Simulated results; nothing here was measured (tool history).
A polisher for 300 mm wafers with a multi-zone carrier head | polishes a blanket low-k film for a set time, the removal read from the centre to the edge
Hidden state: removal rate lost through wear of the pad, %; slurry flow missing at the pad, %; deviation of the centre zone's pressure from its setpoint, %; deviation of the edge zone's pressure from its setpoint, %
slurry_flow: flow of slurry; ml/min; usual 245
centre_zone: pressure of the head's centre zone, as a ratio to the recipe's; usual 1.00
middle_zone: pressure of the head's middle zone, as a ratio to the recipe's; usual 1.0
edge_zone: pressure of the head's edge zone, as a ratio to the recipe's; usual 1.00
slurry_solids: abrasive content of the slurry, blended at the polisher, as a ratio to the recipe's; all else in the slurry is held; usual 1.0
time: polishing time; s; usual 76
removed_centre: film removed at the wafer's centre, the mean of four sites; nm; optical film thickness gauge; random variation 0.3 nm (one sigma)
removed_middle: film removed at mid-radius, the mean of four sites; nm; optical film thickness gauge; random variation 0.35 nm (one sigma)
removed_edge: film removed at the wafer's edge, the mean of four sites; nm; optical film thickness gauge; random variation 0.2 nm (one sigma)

| run | hour | slurry_flow | centre_zone | middle_zone | edge_zone | slurry_solids | time | wafers since the last listed run | wafers polished on this pad | hours since the slurry nozzle was cleaned | hours since the centre zone pressure was calibrated | hours since the edge zone pressure was calibrated | hours since the carrier head's membrane was replaced | incoming thickness of the incoming film, nm | removed_centre | removed_middle | removed_edge |
|---|---|---|---|---|---|---|---|---|---|---|---|---|---|---|---|---|---|
| 1 | 0.0 | 245 | 1.00 | 1.0 | 1.00 | 1.0 | 76 | 0 | 93 | 573.3 | 1014.2 | 464.7 | 831.6 | 333.1 | 22.6 | 23.3 | 23.3 |
| 2 | 13.5 | 245 | 1.00 | 1.0 | 1.00 | 1.0 | 76 | 148 | 241 | 586.8 | 1027.7 | 478.2 | 845.1 | 340.9 | 21.6 | 22.7 | 23.0 |
| 3 | 20.0 | 245 | 1.00 | 1.0 | 1.00 | 0.8 | 76 | 71 | 312 | 593.3 | 1034.2 | 484.7 | 851.6 | 341.9 | 18.8 | 19.7 | 20.1 |
| 4 | 29.0 | 245 | 1.00 | 1.0 | 1.00 | 1.0 | 92 | 98 | 411 | 602.3 | 1043.2 | 493.7 | 860.6 | 338.8 | 25.9 | 27.1 | 27.4 |
| 5 | 45.4 | 245 | 1.00 | 1.0 | 1.00 | 1.0 | 76 | 179 | 591 | 618.7 | 1059.6 | 510.1 | 877.0 | 335.4 | 20.9 | 22.3 | 22.3 |
| 6 | 54.6 | 245 | 1.00 | 1.0 | 1.00 | 1.0 | 76 | 100 | 692 | 627.9 | 1068.8 | 519.3 | 886.2 | 347.2 | 21.3 | 21.2 | 22.3 |
| 7 | 64.8 | 245 | 1.00 | 1.0 | 0.97 | 1.0 | 76 | 111 | 804 | 638.1 | 1079.0 | 529.5 | 896.4 | 337.8 | 21.4 | 21.8 | 22.0 |
|  | 71.9 | slurry nozzle cleaned |
| 8 | 72.4 | 245 | 1.00 | 1.0 | 0.97 | 1.0 | 76 | 72 | 876 | 0.5 | 1086.6 | 537.1 | 904.0 | 340.6 | 21.0 | 21.8 | 21.9 |
|  | 80.5 | edge zone pressure recalibrated |
| 9 | 81.8 | 245 | 1.00 | 1.0 | 0.97 | 1.0 | 76 | 81 | 958 | 9.9 | 1096.0 | 1.3 | 913.4 | 334.7 | 21.1 | 21.8 | 21.6 |
|  | 87.4 | centre zone pressure recalibrated |
|  | 87.7 | worn pad replaced by a new one |
| 10 | 93.0 | 245 | 1.00 | 1.0 | 1.00 | 1.0 | 76 | 98 | 58 | 21.1 | 5.6 | 12.5 | 924.6 | 339.2 | 22.2 | 23.2 | 23.4 |
| 11 | 102.4 | 245 | 1.00 | 1.0 | 0.90 | 1.0 | 76 | 103 | 161 | 30.5 | 15.0 | 21.9 | 934.0 | 342.2 | 22.2 | 22.6 | 22.1 |
| 12 | 116.4 | 215 | 1.00 | 1.0 | 0.94 | 1.0 | 84 | 153 | 315 | 44.5 | 29.0 | 35.9 | 948.0 | 343.7 | 23.9 | 24.2 | 24.1 |
|  | 131.5 | carrier head's membrane replaced by a new one |
| 13 | 132.0 | 245 | 0.97 | 1.1 | 1.06 | 1.0 | 76 | 116 | 431 | 60.1 | 44.6 | 51.5 | 0.5 | 335.8 | 20.9 | 24.0 | 23.2 |
| 14 | 145.1 | 280 | 1.00 | 1.0 | 1.00 | 1.0 | 76 | 143 | 575 | 73.2 | 57.7 | 64.6 | 13.6 | 347.1 | 21.4 | 21.9 | 22.4 |
| 15 | 161.5 | 245 | 1.00 | 1.0 | 1.00 | 1.0 | 92 | 179 | 755 | 89.6 | 74.1 | 81.0 | 30.0 | 339.8 | 25.9 | 27.3 | 26.8 |
| 16 | 176.9 | 245 | 1.00 | 1.0 | 1.00 | 1.0 | 76 | 168 | 924 | 105.0 | 89.5 | 96.4 | 45.4 | 338.0 | 20.7 | 21.7 | 22.2 |
|  | 188.9 | worn pad replaced by a new one |
| 17 | 190.1 | 215 | 1.00 | 1.0 | 0.94 | 1.0 | 84 | 100 | 13 | 118.2 | 102.7 | 109.6 | 58.6 | 339.6 | 24.1 | 25.4 | 25.0 |
| 18 | 207.8 | 245 | 1.00 | 1.0 | 1.00 | 1.0 | 91 | 194 | 207 | 135.9 | 120.4 | 127.3 | 76.3 | 341.7 | 26.3 | 27.2 | 27.6 |
| 19 | 224.2 | 245 | 1.00 | 1.0 | 1.00 | 1.0 | 60 | 179 | 387 | 152.3 | 136.8 | 143.7 | 92.7 | 337.9 | 16.6 | 17.0 | 17.9 |
| 20 | 231.0 | 245 | 1.00 | 1.0 | 1.00 | 0.9 | 90 | 74 | 462 | 159.1 | 143.6 | 150.5 | 99.5 | 342.2 | 23.3 | 24.3 | 24.9 |

Hidden state or all else? Some run-to-run changes of removed_centre, split into what the settings, what came in and random variation would give without the hidden state, and what is left for the hidden state (with any gauge scatter that isn't in both results):
Run 3 -> 4: slurry_solids 0.8 -> 1.0, time 76 -> 92. removed_centre +7.1 nm: hidden state -0.6, all else +7.7.
Run 9 -> 10: edge_zone 0.97 -> 1.00, centre zone pressure recalibrated, worn pad replaced by a new one. removed_centre +1.1 nm: hidden state +1.3, all else -0.2.
Run 16 -> 17: slurry_flow 245 -> 215, edge_zone 1.00 -> 0.94, time 76 -> 84, worn pad replaced by a new one. removed_centre +3.4 nm: hidden state +1.3, all else +2.1.
Run 18 -> 19: time 91 -> 60. removed_centre -9.7 nm: hidden state +0.2, all else -9.9.

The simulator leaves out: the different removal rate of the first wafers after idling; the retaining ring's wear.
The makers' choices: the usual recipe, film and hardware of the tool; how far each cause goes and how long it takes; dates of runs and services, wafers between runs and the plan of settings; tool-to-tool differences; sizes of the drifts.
